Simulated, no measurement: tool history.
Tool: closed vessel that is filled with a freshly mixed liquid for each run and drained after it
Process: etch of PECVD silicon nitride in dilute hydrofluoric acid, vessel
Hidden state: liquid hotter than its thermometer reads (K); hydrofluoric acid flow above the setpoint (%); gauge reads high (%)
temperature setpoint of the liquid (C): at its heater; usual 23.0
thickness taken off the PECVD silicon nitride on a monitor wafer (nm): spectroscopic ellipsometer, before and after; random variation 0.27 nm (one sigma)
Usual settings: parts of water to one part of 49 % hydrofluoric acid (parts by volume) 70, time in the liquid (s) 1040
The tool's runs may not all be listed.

run   hour  temperature setpoint of the liquid (C)  parts of water to one part of 49 % hydrofluoric acid (parts by volume)  time in the liquid (s)  wafers since the last listed run  hours since the thermometer was replaced  hours since the hydrofluoric acid flow meter was replaced  hours since the gauge calibration  read-back film thickness of the PECVD silicon nitride reference wafer, read on the same gauge (nm)  thickness taken off the PECVD silicon nitride on a monitor wafer (nm)
  1    0.0                                    22.0                                                                      70                    1040                                 0                                    1056.1                                                      495.0                              114.0                                                                                               40.03                                                                  36.86
  2   31.5                                    22.0                                                                      70                    1040                              1112                                    1087.6                                                      526.5                              145.5                                                                                               39.99                                                                  36.65
  3   56.7                                    23.0                                                                      50                    1040                               889                                    1112.8                                                      551.7                              170.7                                                                                               40.00                                                                  54.74
  4   74.3                                    23.0                                                                      50                    1040                               621                                    1130.4                                                      569.3                              188.3                                                                                               40.01                                                                  54.90
  5   97.8                                    23.0                                                                      50                    1040                               829                                    1153.9                                                      592.8                              211.8                                                                                               40.00                                                                  54.93
  6  133.1                                    23.0                                                                      75                    1040                              1246                                    1189.2                                                      628.1                              247.1                                                                                               39.99                                                                  37.74
  7  160.1                                    23.0                                                                      70                    1040                               953                                    1216.2                                                      655.1                              274.1                                                                                               40.01                                                                  39.15
  8  183.5                                    23.0                                                                      70                    1040                               826                                    1239.6                                                      678.5                              297.5                                                                                               40.01                                                                  39.96
  9  199.1                                    23.0                                                                      70                    1040                               550                                    1255.2                                                      694.1                              313.1                                                                                               39.99                                                                  39.45
 10  213.9                                    20.0                                                                      70                    1040                               522                                    1270.0                                                      708.9                              327.9                                                                                               39.99                                                                  32.59
 11  230.6                                    20.0                                                                      70                    1040                               589                                    1286.7                                                      725.6                              344.6                                                                                               39.99                                                                  32.64
 12  264.2                                    23.0                                                                      70                    1040                              1186                                    1320.3                                                      759.2                              378.2                                                                                               40.02                                                                  40.98
 13  288.5                                    23.0                                                                      70                    1040                               857                                    1344.6                                                      783.5                              402.5                                                                                               40.01                                                                  40.47
 14  305.0                                    23.0                                                                      85                    1040                               582                                    1361.1                                                      800.0                              419.0                                                                                               40.01                                                                  33.24
     312.3  -- hydrofluoric acid flow meter replaced
     352.5  -- thermometer replaced
 15  356.6                                    21.5                                                                      35                    1285                              1751                                       4.1                                                       44.3                              470.6                                                                                               39.99                                                                  76.99
 16  386.0                                    20.5                                                                      60                     810                              1037                                      33.5                                                       73.7                              500.0                                                                                               40.00                                                                  26.85
 17  445.6                                    23.0                                                                     105                    1040                              2104                                      93.1                                                      133.3                              559.6                                                                                               39.98                                                                  23.80
 18  471.8                                    18.0                                                                      60                    1040                               925                                     119.3                                                      159.5                              585.8                                                                                               40.01                                                                  29.18
 19  493.6                                    25.5                                                                     100                    1040                               769                                     141.1                                                      181.3                              607.6                                                                                               39.98                                                                  29.52
 20  514.8                                    21.5                                                                      50                    1040                               748                                     162.3                                                      202.5                              628.8                                                                                               40.00                                                                  45.33
 21  527.2                                    27.5                                                                      50                    1485                               437                                     174.7                                                      214.9                              641.2                                                                                               40.01                                                                  95.99
 22  551.4                                    19.0                                                                      70                     435                               854                                     198.9                                                      239.1                              665.4                                                                                               39.98                                                                  11.44
     569.0  -- gauge calibrated
 23  596.7                                    23.0                                                                      70                    1040                              1599                                     244.2                                                      284.4                               27.7                                                                                               39.99                                                                  35.79
 24  615.7                                    23.0                                                                     105                    1040                               670                                     263.2                                                      303.4                               46.7                                                                                               40.00                                                                  24.04
 25  665.5                                    26.0                                                                     100                    1040                              1758                                     313.0                                                      353.2                               96.5                                                                                               39.98                                                                  30.82
 26  692.2                                    20.5                                                                      55                     635                               942                                     339.7                                                      379.9                              123.2                                                                                               40.02                                                                  23.74
 27  724.6                                    23.0                                                                      70                    1040                              1143                                     372.1                                                      412.3                              155.6                                                                                               39.99                                                                  36.56
 28  741.2                                    26.5                                                                      85                    1040                               586                                     388.7                                                      428.9                              172.2                                                                                               40.00                                                                  37.71

The same runs without the tool's hidden state, with the same run-to-run variation:
run  thickness taken off the PECVD silicon nitride on a monitor wafer (nm)
  1                                                                  32.87
  2                                                                  32.58
  3                                                                  48.55
  4                                                                  48.59
  5                                                                  48.52
  6                                                                  33.27
  7                                                                  34.42
  8                                                                  35.06
  9                                                                  34.56
 10                                                                  28.42
 11                                                                  28.41
 12                                                                  35.67
 13                                                                  35.16
 14                                                                  28.86
 15                                                                  76.67
 16                                                                  26.67
 17                                                                  23.52
 18                                                                  28.73
 19                                                                  29.05
 20                                                                  44.47
 21                                                                  94.12
 22                                                                  11.18
 23                                                                  34.84
 24                                                                  23.37
 25                                                                  29.84
 26                                                                  22.89
 27                                                                  35.17
 28                                                                  36.27

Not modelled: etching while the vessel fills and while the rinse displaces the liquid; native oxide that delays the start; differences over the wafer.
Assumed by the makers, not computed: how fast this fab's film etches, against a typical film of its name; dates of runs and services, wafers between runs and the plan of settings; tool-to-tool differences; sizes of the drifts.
